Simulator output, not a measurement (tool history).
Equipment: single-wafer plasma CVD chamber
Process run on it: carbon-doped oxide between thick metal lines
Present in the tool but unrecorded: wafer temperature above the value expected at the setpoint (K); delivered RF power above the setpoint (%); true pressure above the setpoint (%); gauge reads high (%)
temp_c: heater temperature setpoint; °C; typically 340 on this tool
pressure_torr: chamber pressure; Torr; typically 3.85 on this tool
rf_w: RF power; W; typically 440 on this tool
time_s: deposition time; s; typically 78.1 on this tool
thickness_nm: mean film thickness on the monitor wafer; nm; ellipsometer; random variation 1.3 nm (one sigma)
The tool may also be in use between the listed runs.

run	hour	temp_c	pressure_torr	rf_w	time_s	wafers since the last listed run	hours since the last thermocouple change	hours since the last RF generator calibration	hours since the last manometer calibration	hours since the showerhead was replaced	hours since the gauge calibration	read-back reference wafer on the same gauge, thickness_nm	thickness_nm
1	0	340	3.85	440	78.1	0	545	1092.1	1678.7	2089.8	1349.9	312.74	374.09
2	44.6	340	3.85	440	78.1	675	589.6	1136.7	1723.3	2134.4	1394.5	313.183	374.449
3	109.6	340	3.85	440	78.1	984	654.6	1201.7	1788.3	2199.4	1459.5	312.788	374.591
4	209.4	340	4.05	440	78.1	1511	754.4	1301.5	1888.1	2299.2	1559.3	312.915	381.743
5	246.9	340	4.05	440	78.1	567	791.9	1339	1925.6	2336.7	1596.8	313.2	381.2
# hour 283.7: thermocouple changed; heater temperature recalibrated
6	308.2	340	3.85	440	78.1	807	24.5	1400.3	1986.9	2398	1658.1	313.164	374.398
# hour 351.6: capacitance manometer re-zeroed and calibrated
7	408.9	334	3.48	485	85.3	1403	125.2	1501	57.3	2498.7	1758.8	313.212	437.34
8	498.4	348	3.55	440	78.1	1355	214.7	1590.5	146.8	2588.2	1848.3	313.091	358.64
9	583.1	340	3.03	505	78.1	1282	299.4	1675.2	231.5	2672.9	1933	312.677	391.57
10	676.3	340	3.85	440	78.1	1411	392.6	1768.4	324.7	2766.1	2026.2	313.125	374.471
# hour 686.9: RF generator calibrated
# hour 693.2: showerhead replaced
11	776.4	334	4.28	440	78.1	1297	492.7	89.5	424.8	83.2	2126.3	312.625	391.396
12	827.3	340	3.85	395	78.1	770	543.6	140.4	475.7	134.1	2177.2	312.773	349.654
13	923.4	354	3.85	440	82.3	1455	639.7	236.5	571.8	230.2	2273.3	313.023	381.697
14	1003.2	340	3.85	440	67.9	1208	719.5	316.3	651.6	310	2353.1	312.919	328.298
15	1048.2	340	3.85	500	78.1	681	764.5	361.3	696.6	355	2398.1	313.024	410.686
16	1149.2	353	3.45	505	68.8	1529	865.5	462.3	797.6	456	2499.1	312.952	342.588
# hour 1218.1: gauge calibrated
17	1251.7	348	4.31	505	69.8	1552	968	564.8	900.1	558.5	33.6	312.914	368.963
18	1304.5	340	4.73	515	78.1	799	1020.8	617.6	952.9	611.3	86.4	313.014	435.007
# hour 1324.7: thermocouple changed; heater temperature recalibrated
19	1353.6	340	3.85	440	78.1	622	28.9	666.7	1002	660.4	135.5	313.362	375.049
20	1415.1	340	3.85	440	90.9	931	90.4	728.2	1063.5	721.9	197	313.032	435.554
21	1471.7	340	3.85	440	78.1	857	147	784.8	1120.1	778.5	253.6	312.611	374.522
22	1522.1	328	4.54	440	78.1	763	197.4	835.2	1170.5	828.9	304	312.848	403.8
23	1590.1	329	4.52	440	67.1	1029	265.4	903.2	1238.5	896.9	372	312.635	347.362
24	1672.3	327	4.27	460	91.5	1244	347.6	985.4	1320.7	979.1	454.2	313.071	478.941
25	1850.6	332	4.57	475	74	2699	525.9	1163.7	1499	1157.4	632.5	313.047	396.741
26	1907.9	355	3.31	475	93.4	867	583.2	1221	1556.3	1214.7	689.8	312.94	442.477
27	2002.3	340	3.85	440	78.1	1429	677.6	1315.4	1650.7	1309.1	784.2	312.903	378.797

For each run, the measured value with the value that run would have given without the tool's hidden condition subtracted. The run-to-run variation is shared by both, the gauge scatter possibly not:
run	thickness_nm
1	+0.725
2	+1.08
3	+1.647
4	+2.684
5	+3.095
6	+0.229
7	+0.4
8	+0.475
9	+0.892
10	+1.305
11	+2.059
12	+2.144
13	+2.604
14	+3.38
15	+4.741
16	+4.175
17	+6.063
18	+8.753
19	-0.215
20	-0.194
21	-0.08
22	+0.045
23	+0.267
24	+0.88
25	+1.907
26	+2.087
27	+3.017
